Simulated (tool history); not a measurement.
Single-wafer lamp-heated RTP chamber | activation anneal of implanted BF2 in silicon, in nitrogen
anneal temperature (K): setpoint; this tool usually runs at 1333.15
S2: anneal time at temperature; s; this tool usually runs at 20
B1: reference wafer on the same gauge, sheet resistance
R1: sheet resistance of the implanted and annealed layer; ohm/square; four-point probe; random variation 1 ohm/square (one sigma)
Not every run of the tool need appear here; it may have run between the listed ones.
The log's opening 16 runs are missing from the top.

{"run": 17, "day": 7.525, "anneal temperature (K)": 1333.15, "S2": 20, "B1": 217.96, "R1": 243.64}
{"run": 18, "day": 8.075, "anneal temperature (K)": 1322.15, "S2": 20, "B1": 217.91, "R1": 254.17}
{"run": 19, "day": 8.8, "anneal temperature (K)": 1314.15, "S2": 23, "B1": 217.96, "R1": 258.15}
{"run": 20, "day": 9.129, "anneal temperature (K)": 1333.15, "S2": 20, "B1": 217.91, "R1": 239.69}
{"run": 21, "day": 9.625, "anneal temperature (K)": 1346.15, "S2": 13, "B1": 218.06, "R1": 243.61}
{"run": 22, "day": 11.317, "anneal temperature (K)": 1323.15, "S2": 24, "B1": 218.04, "R1": 245.66}
{"run": 23, "day": 12.05, "anneal temperature (K)": 1363.15, "S2": 10, "B1": 217.83, "R1": 232.01}
{"run": 24, "day": 12.662, "anneal temperature (K)": 1333.15, "S2": 20, "B1": 217.93, "R1": 241.41}
{"run": 25, "day": 13.188, "anneal temperature (K)": 1333.15, "S2": 20, "B1": 217.85, "R1": 240.74}
{"run": 26, "day": 13.517, "anneal temperature (K)": 1361.15, "S2": 26, "B1": 218.22, "R1": 217.13}
{"run": 27, "day": 14.138, "anneal temperature (K)": 1333.15, "S2": 29, "B1": 218.26, "R1": 227.63}
{"run": 28, "day": 15.758, "anneal temperature (K)": 1314.15, "S2": 15, "B1": 218, "R1": 274.7}
{"run": 29, "day": 16.071, "anneal temperature (K)": 1333.15, "S2": 20, "B1": 218.19, "R1": 241.52}
{"run": 30, "day": 16.642, "anneal temperature (K)": 1333.15, "S2": 31, "B1": 217.81, "R1": 228.4}
{"run": 31, "day": 16.933, "anneal temperature (K)": 1306.15, "S2": 25, "B1": 218.17, "R1": 265.78}

Branching from run 31: 4 alternative next runs. What would each branch give?
{"run": "A", "day": 16.95, "anneal temperature (K)": 1325.15, "S2": 20, "B1": "?", "R1": "?"}
{"run": "B", "day": 16.95, "anneal temperature (K)": 1354.15, "S2": 13, "B1": "?", "R1": "?"}
{"run": "C", "day": 16.95, "anneal temperature (K)": 1333.15, "S2": 10, "B1": "?", "R1": "?"}
{"run": "D", "day": 16.95, "anneal temperature (K)": 1360.15, "S2": 17, "B1": "?", "R1": "?"}

run=A B1=217.85 R1=247.4
run=B B1=217.85 R1=231.05
run=C B1=217.85 R1=264.82
run=D B1=217.85 R1=221.33
The same runs, with their run-to-run variation unchanged, on a tool lacking any hidden condition would have given:
run=A R1=250.83
run=B R1=233.72
run=C R1=268.81
run=D R1=222.99

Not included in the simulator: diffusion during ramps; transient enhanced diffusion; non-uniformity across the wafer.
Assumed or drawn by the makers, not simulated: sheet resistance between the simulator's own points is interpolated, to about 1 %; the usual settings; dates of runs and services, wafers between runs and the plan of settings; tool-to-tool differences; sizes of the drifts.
